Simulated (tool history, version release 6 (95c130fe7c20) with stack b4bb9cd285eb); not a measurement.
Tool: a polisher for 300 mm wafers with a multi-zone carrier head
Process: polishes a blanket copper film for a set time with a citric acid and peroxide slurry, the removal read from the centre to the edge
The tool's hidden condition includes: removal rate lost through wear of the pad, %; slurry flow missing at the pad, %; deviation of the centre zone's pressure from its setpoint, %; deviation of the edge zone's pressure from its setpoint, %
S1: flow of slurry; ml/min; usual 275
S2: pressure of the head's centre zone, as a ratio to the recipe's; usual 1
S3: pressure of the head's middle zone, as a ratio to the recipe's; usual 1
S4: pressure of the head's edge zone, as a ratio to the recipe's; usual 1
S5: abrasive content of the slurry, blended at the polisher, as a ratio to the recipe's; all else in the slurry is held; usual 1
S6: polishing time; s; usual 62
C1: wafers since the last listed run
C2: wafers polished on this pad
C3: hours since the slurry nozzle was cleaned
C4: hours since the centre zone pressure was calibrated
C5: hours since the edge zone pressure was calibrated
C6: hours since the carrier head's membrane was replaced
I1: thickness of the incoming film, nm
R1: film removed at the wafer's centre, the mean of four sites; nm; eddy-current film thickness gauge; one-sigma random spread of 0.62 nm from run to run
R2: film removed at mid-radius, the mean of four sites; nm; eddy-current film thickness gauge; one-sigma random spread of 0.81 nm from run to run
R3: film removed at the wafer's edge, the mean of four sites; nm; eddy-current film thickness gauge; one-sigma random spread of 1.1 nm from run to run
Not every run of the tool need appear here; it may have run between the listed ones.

Run 1, day 0: usual settings but S3 0.92; C1 0; C2 2294; C3 326.7; C4 582.4; C5 990; C6 1160.5; I1 931.9. Result: R1 89.2 nm, R2 80.9 nm, R3 85.6 nm.
At day 1.567: carrier head's membrane replaced by a new one.
Run 2, day 2.5: usual settings but S1 195 ml/min; C1 483; C2 2777; C3 386.7; C4 642.4; C5 1050; C6 22.4; I1 922.6. Result: R1 83.4 nm, R2 83.4 nm, R3 84.5 nm.
Run 3, day 3.588: usual settings but S2 0.94, S3 1.06, S5 0.85, S6 81 s; C1 229; C2 3007; C3 412.8; C4 668.5; C5 1076.1; C6 48.5; I1 921.2. Result: R1 102 nm, R2 110.4 nm, R3 103.5 nm.
Run 4, day 4.808: usual settings but S2 0.92; C1 257; C2 3264; C3 442.1; C4 697.8; C5 1105.4; C6 77.8; I1 922.2. Result: R1 80.6 nm, R2 87.3 nm, R3 88.9 nm.
Run 5, day 5.925: usual settings but S1 350 ml/min, S2 1.07, S3 1.03, S4 1.12; C1 235; C2 3500; C3 468.9; C4 724.6; C5 1132.2; C6 104.6; I1 917.7. Result: R1 96.6 nm, R2 92.4 nm, R3 90.2 nm.
At day 8.55: centre zone pressure recalibrated.
At day 8.575: worn pad replaced by a new one.
Run 6, day 8.596: usual settings but S3 0.9, S4 1.08; C1 540; C2 4; C3 533; C4 1.1; C5 1196.3; C6 168.7; I1 916.3. Result: R1 94.1 nm, R2 85.4 nm, R3 95.5 nm.
At day 12.221: edge zone pressure recalibrated.
Run 7, day 13.025: usual settings but S2 0.9; C1 917; C2 921; C3 639.3; C4 107.4; C5 19.3; C6 275; I1 938. Result: R1 81.8 nm, R2 89.1 nm, R3 88.5 nm.
Run 8, day 15.246: usual settings but S4 1.04, S6 82 s; C1 468; C2 1390; C3 692.6; C4 160.7; C5 72.6; C6 328.3; I1 919.7. Result: R1 118.6 nm, R2 117.8 nm, R3 117.5 nm.
At day 15.888: slurry nozzle cleaned.
Run 9, day 16.692: usual settings but S1 355 ml/min; C1 296; C2 1686; C3 19.3; C4 195.4; C5 107.3; C6 363; I1 919. Result: R1 92.5 nm, R2 91.3 nm, R3 91.1 nm.
Run 10, day 18.35: usual settings but S5 1.1; C1 349; C2 2036; C3 59.1; C4 235.2; C5 147.1; C6 402.8; I1 919.7. Result: R1 92 nm, R2 91.9 nm, R3 89.5 nm.
Run 11, day 20.358: usual settings but S1 195 ml/min, S4 0.89; C1 423; C2 2460; C3 107.3; C4 283.4; C5 195.3; C6 451; I1 917.4. Result: R1 84 nm, R2 82.6 nm, R3 81.9 nm.
Run 12, day 21.771: usual settings but S2 0.91; C1 298; C2 2758; C3 141.2; C4 317.3; C5 229.2; C6 484.9; I1 924.6. Result: R1 80.6 nm, R2 87.4 nm, R3 88.1 nm.
Run 13, day 24.304: usual settings but S5 1.3; C1 534; C2 3292; C3 202; C4 378.1; C5 290; C6 545.7; I1 911.8. Result: R1 96.9 nm, R2 95.2 nm, R3 96.2 nm.
At day 27.125: worn pad replaced by a new one.
Run 14, day 27.292: usual settings but S2 0.9, S3 1.07; C1 595; C2 35; C3 273.7; C4 449.8; C5 361.7; C6 617.4; I1 917.2. Result: R1 83.8 nm, R2 97.4 nm, R3 91.3 nm.
Run 15, day 28.671: usual settings; C1 291; C2 326; C3 306.8; C4 482.9; C5 394.8; C6 650.5; I1 914.2. Result: R1 92 nm, R2 92.2 nm, R3 91.4 nm.
Run 16, day 30.625: usual settings but S3 0.9, S4 0.97; C1 412; C2 738; C3 353.7; C4 529.8; C5 441.7; C6 697.4; I1 905.1. Result: R1 91.8 nm, R2 82.4 nm, R3 89.2 nm.
Run 17, day 32.925: usual settings but S1 240 ml/min, S5 1.1; C1 485; C2 1223; C3 408.9; C4 585; C5 496.9; C6 752.6; I1 911.4. Result: R1 92 nm, R2 91 nm, R3 89.1 nm.
Run 18, day 35.196: usual settings but S4 1.1, S5 0.75; C1 479; C2 1703; C3 463.4; C4 639.5; C5 551.4; C6 807.1; I1 928.3. Result: R1 79.7 nm, R2 78.9 nm, R3 82.3 nm.
Run 19, day 37.346: usual settings; C1 453; C2 2156; C3 515; C4 691.1; C5 603; C6 858.7; I1 927. Result: R1 89.3 nm, R2 86.9 nm, R3 87.8 nm.
Run 20, day 38.504: usual settings; C1 244; C2 2401; C3 542.8; C4 718.9; C5 630.8; C6 886.5; I1 913.5. Result: R1 89.4 nm, R2 85.8 nm, R3 87.9 nm.
Run 21, day 40.654: usual settings but S1 310 ml/min, S2 0.91, S3 1.08, S5 1.2; C1 453; C2 2854; C3 594.4; C4 770.5; C5 682.4; C6 938.1; I1 920.5. Result: R1 87.7 nm, R2 101.9 nm, R3 91.9 nm.

Difference, measured minus no-hidden-state, one row per run. Run-to-run variation is common to both terms; the gauge's own scatter need not be:
run    R1    R2    R3
  1  -4.9  -4.5  -4.7
  2    -5  -4.9    -5
  3  -6.2  -6.7  -6.2
  4    -5  -5.4  -5.6
  5  -6.1  -5.8  -5.7
  6  -0.3  -0.2  -0.3
  7  -2.7    -3    -3
  8  -5.1  -5.1  -5.1
  9  -4.4  -4.4  -4.3
 10  -4.8  -4.8  -4.6
 11  -4.7  -4.6  -4.6
 12  -4.7  -5.1  -5.1
 13  -5.9  -5.8  -5.8
 14  -0.2  -0.3  -0.2
 15  -1.3  -1.3  -1.3
 16  -2.5  -2.2  -2.4
 17  -3.5  -3.5  -3.4
 18  -3.7  -3.6  -3.8
 19  -4.6  -4.5  -4.5
 20  -4.8  -4.6  -4.8
 21    -5  -5.8  -5.2
